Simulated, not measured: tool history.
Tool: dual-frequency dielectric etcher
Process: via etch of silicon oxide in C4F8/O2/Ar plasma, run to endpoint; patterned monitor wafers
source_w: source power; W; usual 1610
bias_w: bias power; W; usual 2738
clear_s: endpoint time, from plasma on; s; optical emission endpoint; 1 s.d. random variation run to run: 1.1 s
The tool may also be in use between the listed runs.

run	hour	source_w	bias_w	incoming incoming film thickness, nm	clear_s
1	0	1610	2738	1144.9	218.7
2	57.8	1610	2738	1148.9	221.6
3	133.9	1750	2738	1141.2	213.7
4	235	1750	2738	1132	214.2
5	297.1	1750	2738	1138.3	215.2
# hour 346.9: wet clean of the chamber
6	347.4	1610	2288	1142.3	219.3
7	408.1	1610	2288	1141.9	220.7
8	474.2	1610	2738	1158.8	217.2
# hour 530.9: source power generator calibrated
9	561.2	1610	2738	1143.7	216.1
10	652.5	1610	2738	1147.7	217.4
11	760.1	1610	2738	1143.6	218.5
12	856	1610	2738	1140.2	220.1
13	910.8	1610	2738	1140.1	222.9
# hour 942.7: wet clean of the chamber
14	991.8	1610	2738	1137.2	213.7
15	1080.9	1290	2738	1149.7	234.4
16	1164	1930	3381	1145.2	197.3
17	1226	1750	2738	1139.8	211.9
18	1320.7	1470	2738	1128	223.5
# hour 1362.9: upper electrode replaced
19	1375.4	1870	2738	1147.5	209.2
20	1421.5	1610	2738	1148.4	224
21	1502.4	1970	2944	1140.2	206.3
22	1609.2	1210	2738	1150.7	250.9
# hour 1635.2: wet clean of the chamber
# hour 1649.6: bias power generator calibrated
23	1650.1	1610	2218	1150.7	224.1
24	1749.7	1610	2738	1142.2	216.7
25	1820.3	1970	2359	1125	201.8
26	1884.9	1440	3174	1133.2	219.3
27	1977.3	1230	3282	1138.5	231.2
28	2069.6	1430	3238	1143	222.1
29	2160.2	1850	3287	1145.1	203.2
# hour 2203.6: wet clean of the chamber
30	2229.2	1610	2738	1155.7	212.1
31	2298.1	1760	2923	1163.4	204.9
32	2367.9	1370	3281	1132.3	215.5
33	2431	1880	3246	1146.6	197.4
34	2503.1	1610	2738	1132.4	214.3

List, for all runs, the conditions of the tool that the log does not record:
source power that arrives over what is set, %: 0 in every run
bias power that arrives over what is set, %: 0 in every run
H1: etch rate over this chamber's usual, %
run	H1
1	-2.83
2	-3.3
3	-3.92
4	-4.74
5	-5.24
6	-0.197
7	-0.689
8	-1.23
9	-1.93
10	-2.67
11	-3.55
12	-4.32
13	-4.77
14	-1.11
15	-1.83
16	-2.51
17	-3.01
18	-3.78
19	-4.22
20	-4.6
21	-5.25
22	-6.12
23	-0.67
24	-1.48
25	-2.05
26	-2.58
27	-3.32
28	-4.07
29	-4.81
30	0.702
31	0.143
32	-0.423
33	-0.935
34	-1.52
